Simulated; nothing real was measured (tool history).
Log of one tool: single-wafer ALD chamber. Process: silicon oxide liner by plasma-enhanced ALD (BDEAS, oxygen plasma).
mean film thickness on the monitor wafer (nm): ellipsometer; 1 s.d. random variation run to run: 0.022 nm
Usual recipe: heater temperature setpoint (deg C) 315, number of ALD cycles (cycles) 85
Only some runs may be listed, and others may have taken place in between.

run     day  heater temperature setpoint (deg C)  number of ALD cycles (cycles)  read-back reference wafer on the same gauge, thickness_nm  mean film thickness on the monitor wafer (nm)
  1       0                                  320                             85                                                     10.486                                          8.768
  2   0.808                                  320                             85                                                     10.474                                          8.823
  3   2.196                                  320                             85                                                     10.486                                          8.774
  4   6.021                                  315                             85                                                     10.486                                          8.846
  5   7.488                                  315                             85                                                     10.493                                          8.854
  6   9.642                                  315                             85                                                     10.481                                          8.845
  7  10.454                                  315                             96                                                     10.489                                         10.023
  8  12.438                                  315                             96                                                     10.479                                         10.024
  9  13.267                                  315                             85                                                     10.483                                          8.888
 10  14.762                                  315                             79                                                     10.481                                          8.238
 11  15.946                                  315                             79                                                     10.479                                          8.209
 12  17.233                                  315                             79                                                     10.495                                          8.227
 13  18.433                                  327                             85                                                     10.489                                          8.685
     19.767  -- gauge calibrated
 14  19.846                                  327                             85                                                     10.488                                          8.702
 15   20.65                                  327                             85                                                     10.485                                          8.664
 16  21.404                                  315                             85                                                     10.486                                          8.903
 17  22.262                                  315                             85                                                     10.487                                          8.859
 18  23.738                                  309                             81                                                      10.49                                          8.566
 19  24.371                                  315                             85                                                     10.494                                          8.886
 20  25.654                                  315                             85                                                     10.487                                          8.862
 21  26.371                                  315                             85                                                     10.486                                          8.835
 22  27.342                                  315                             95                                                     10.494                                           9.89
 23  28.267                                  315                            101                                                     10.485                                         10.538
 24  29.021                                  304                             73                                                     10.485                                          7.783
 25  30.388                                  328                             85                                                     10.488                                          8.665
 26  34.558                                  315                             85                                                     10.489                                          8.887
 27  35.492                                  301                            101                                                     10.492                                         10.808
 28  36.167                                  315                             85                                                     10.488                                          8.864
 29  37.471                                  315                             85                                                     10.486                                          8.871
 30  37.988                                  328                             78                                                     10.496                                          7.961
 31    38.5                                  322                             76                                                     10.498                                          7.823
 32  39.862                                  310                             85                                                     10.489                                          8.924
 33  40.888                                  327                             97                                                     10.497                                          9.921
 34  42.138                                  328                            101                                                     10.481                                         10.311
     42.842  -- thermocouple changed; heater temperature recalibrated
 35  42.862                                  306                             96                                                     10.494                                         10.177
 36  43.283                                  325                             93                                                     10.492                                          9.547
 37  44.517                                  327                             73                                                     10.486                                          7.457
      45.25  -- gauge calibrated
 38  45.858                                  315                             97                                                     10.499                                         10.119
 39  46.767                                  305                             99                                                     10.478                                         10.478
 40  48.004                                  315                             85                                                     10.495                                          8.844
 41  49.083                                  315                             85                                                     10.491                                          8.865
 42  50.329                                  320                             98                                                     10.483                                         10.075
 43  51.775                                  315                             77                                                     10.487                                          8.069
 44  52.579                                  315                             80                                                     10.488                                          8.364
 45  53.842                                  315                             85                                                     10.497                                          8.846

Below are 5 alternative next runs, each starting from the tool's condition after run 45. Predict each:
  A  53.862                                  315                             85                                                          ?                                              ?
  B  53.862                                  325                             77                                                          ?                                              ?
  C  53.862                                  320                             74                                                          ?                                              ?
  D  53.862                                  302                             74                                                          ?                                              ?
  E  53.862                                  310                             91                                                          ?                                              ?

run  read-back reference wafer on the same gauge, thickness_nm  mean film thickness on the monitor wafer (nm)
  A                                                     10.485                                          8.862
  B                                                     10.485                                          7.898
  C                                                     10.485                                          7.653
  D                                                     10.485                                          7.879
  E                                                     10.485                                          9.565
With no hidden state in the tool, these same runs would have given:
run  mean film thickness on the monitor wafer (nm)
  A                                          8.862
  B                                          7.898
  C                                          7.653
  D                                          7.879
  E                                          9.565
